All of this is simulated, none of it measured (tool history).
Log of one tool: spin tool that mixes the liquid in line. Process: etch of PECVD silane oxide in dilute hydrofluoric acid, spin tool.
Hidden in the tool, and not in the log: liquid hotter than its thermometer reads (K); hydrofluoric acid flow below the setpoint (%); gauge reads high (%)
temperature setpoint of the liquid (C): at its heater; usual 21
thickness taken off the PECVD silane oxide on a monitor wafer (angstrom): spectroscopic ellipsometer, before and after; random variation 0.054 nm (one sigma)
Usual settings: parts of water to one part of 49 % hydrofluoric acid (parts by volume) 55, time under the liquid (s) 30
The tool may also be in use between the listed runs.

| run | day | temperature setpoint of the liquid (C) | parts of water to one part of 49 % hydrofluoric acid (parts by volume) | time under the liquid (s) | wafers since the last listed run | hours since the thermometer was replaced | hours since the hydrofluoric acid flow meter was replaced | hours since the gauge calibration | read-back film thickness of the PECVD silane oxide reference wafer, read on the same gauge (nm) | thickness taken off the PECVD silane oxide on a monitor wafer (angstrom) |
|---|---|---|---|---|---|---|---|---|---|---|
| 1 | 0 | 23.5 | 55 | 30 | 0 | 332.4 | 256.2 | 369 | 110.02 | 189.5 |
| 2 | 0.704 | 23.5 | 55 | 30 | 303 | 349.3 | 273.1 | 385.9 | 109.99 | 189.5 |
| 3 | 1.246 | 21 | 55 | 30 | 233 | 362.3 | 286.1 | 398.9 | 109.94 | 170.3 |
| 4 | 2.625 | 17 | 55 | 30 | 594 | 395.4 | 319.2 | 432 | 109.96 | 143.4 |
| 5 | 3.617 | 21 | 45 | 30 | 427 | 419.2 | 343 | 455.8 | 110.01 | 210.9 |
| 6 | 4.462 | 21 | 45 | 30 | 364 | 439.5 | 363.3 | 476.1 | 110 | 209.4 |
| 7 | 5.1 | 21 | 55 | 30 | 274 | 454.8 | 378.6 | 491.4 | 109.98 | 170.2 |
| 8 | 6.462 | 21 | 55 | 30 | 587 | 487.5 | 411.3 | 524.1 | 110.02 | 169.6 |
| 9 | 7.525 | 21 | 35 | 30 | 458 | 513 | 436.8 | 549.6 | 110.03 | 271.1 |
| 10 | 8.95 | 19 | 55 | 20 | 614 | 547.2 | 471 | 583.8 | 110 | 103.3 |
| 11 | 10.158 | 19 | 65 | 15 | 521 | 576.2 | 500 | 612.8 | 110 | 64.7 |
| 12 | 11.342 | 23.5 | 70 | 15 | 510 | 604.6 | 528.4 | 641.2 | 109.97 | 71.8 |
| 13 | 12.621 | 17 | 30 | 20 | 551 | 635.3 | 559.1 | 671.9 | 110.01 | 177.5 |
| 14 | 13.779 | 21 | 35 | 40 | 499 | 663.1 | 586.9 | 699.7 | 110 | 360.3 |
| 15 | 15.217 | 21 | 55 | 40 | 620 | 697.6 | 621.4 | 734.2 | 109.99 | 223.3 |
|  | 15.488 | gauge calibrated |
| 16 | 15.754 | 21 | 55 | 30 | 231 | 710.5 | 634.3 | 6.4 | 109.93 | 167 |
| 17 | 16.483 | 19.5 | 40 | 40 | 314 | 728 | 651.8 | 23.9 | 109.97 | 293.4 |
| 18 | 17.908 | 21 | 75 | 30 | 614 | 762.2 | 686 | 58.1 | 109.99 | 119.4 |
| 19 | 19.029 | 23 | 35 | 35 | 483 | 789.1 | 712.9 | 85 | 110.02 | 341 |
| 20 | 19.621 | 23.5 | 45 | 45 | 255 | 803.3 | 727.1 | 99.2 | 109.97 | 344.1 |
|  | 19.708 | hydrofluoric acid flow meter replaced |
| 21 | 20.504 | 19.5 | 30 | 30 | 363 | 824.5 | 19.1 | 120.4 | 109.97 | 305.4 |
| 22 | 21.554 | 23.5 | 55 | 30 | 452 | 849.7 | 44.3 | 145.6 | 109.98 | 191.1 |
|  | 22.204 | thermometer replaced |
| 23 | 22.608 | 21 | 55 | 30 | 436 | 9.7 | 69.6 | 170.9 | 110 | 172.3 |
| 24 | 23.604 | 23 | 55 | 15 | 429 | 33.6 | 93.5 | 194.8 | 109.93 | 93.9 |
| 25 | 24.725 | 19.5 | 55 | 30 | 483 | 60.5 | 120.4 | 221.7 | 110.01 | 161.1 |
| 26 | 26.008 | 21 | 55 | 30 | 553 | 91.3 | 151.2 | 252.5 | 109.98 | 171.6 |
| 27 | 27.317 | 26 | 80 | 45 | 564 | 122.7 | 182.6 | 283.9 | 110.01 | 210.2 |
| 28 | 28.3 | 19.5 | 30 | 30 | 424 | 146.3 | 206.2 | 307.5 | 109.99 | 304.8 |
| 29 | 28.9 | 21 | 55 | 30 | 258 | 160.7 | 220.6 | 321.9 | 110 | 171.2 |
| 30 | 29.671 | 21 | 55 | 30 | 332 | 179.2 | 239.1 | 340.4 | 110 | 172.4 |

Run 31 comes next. What will it give?
| 31 | 30.938 | 21 | 55 | 15 | 546 | 209.6 | 269.5 | 370.8 | ? | ? |

read-back film thickness of the PECVD silane oxide reference wafer, read on the same gauge (nm): 110.04
thickness taken off the PECVD silane oxide on a monitor wafer (angstrom): 85.5
Without the tool's hidden state the same run would have given thickness taken off the PECVD silane oxide on a monitor wafer (angstrom) 87.

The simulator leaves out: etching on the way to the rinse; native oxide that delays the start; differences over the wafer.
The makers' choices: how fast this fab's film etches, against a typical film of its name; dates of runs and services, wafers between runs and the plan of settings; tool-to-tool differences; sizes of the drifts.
